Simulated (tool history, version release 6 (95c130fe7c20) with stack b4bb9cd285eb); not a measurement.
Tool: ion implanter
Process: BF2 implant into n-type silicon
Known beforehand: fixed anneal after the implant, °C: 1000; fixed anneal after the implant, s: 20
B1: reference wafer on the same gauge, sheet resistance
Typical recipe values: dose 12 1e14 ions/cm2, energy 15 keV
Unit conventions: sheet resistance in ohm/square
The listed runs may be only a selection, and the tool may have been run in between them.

{"run": 1, "hour": 0.0, "dose": 14.7, "energy": 18, "B1": 215.05, "sheet resistance": 179.77}
{"hour": 5.5, "done": "gauge calibrated"}
{"run": 2, "hour": 8.5, "dose": 10.29, "energy": 15, "B1": 214.95, "sheet resistance": 206.96}
{"run": 3, "hour": 15.6, "dose": 10.29, "energy": 15, "B1": 214.99, "sheet resistance": 207.22}
{"run": 4, "hour": 32.4, "dose": 10.29, "energy": 15, "B1": 215.22, "sheet resistance": 207.03}
{"run": 5, "hour": 42.0, "dose": 13.86, "energy": 15, "B1": 215.04, "sheet resistance": 195.25}
{"hour": 54.3, "done": "Faraday cup replaced and dose calibrated"}
{"run": 6, "hour": 57.7, "dose": 13.86, "energy": 15, "B1": 215.15, "sheet resistance": 195.47}
{"run": 7, "hour": 71.6, "dose": 13.86, "energy": 15, "B1": 214.93, "sheet resistance": 195.54}
{"run": 8, "hour": 80.9, "dose": 12.88, "energy": 17, "B1": 215.07, "sheet resistance": 187.75}
{"hour": 100.6, "done": "extraction supply calibrated"}
{"run": 9, "hour": 101.1, "dose": 15.17, "energy": 19, "B1": 215.06, "sheet resistance": 174.1}
{"run": 10, "hour": 101.5, "dose": 12, "energy": 15, "B1": 215.11, "sheet resistance": 201.02}
{"hour": 103.6, "done": "gauge calibrated"}
{"run": 11, "hour": 107.1, "dose": 12, "energy": 15, "B1": 214.94, "sheet resistance": 200.52}
{"run": 12, "hour": 115.1, "dose": 10.35, "energy": 19.5, "B1": 215.01, "sheet resistance": 187.28}

Run 13, settings as shown, results not yet in. Your forecast:
{"run": 13, "hour": 129.8, "dose": 12, "energy": 20, "B1": "?", "sheet resistance": "?"}

{"run 13": {"B1": 214.99, "sheet resistance": 177.32}}
Minus the tool's unlogged condition, the same run would have read sheet resistance 177.32 ohm/square.
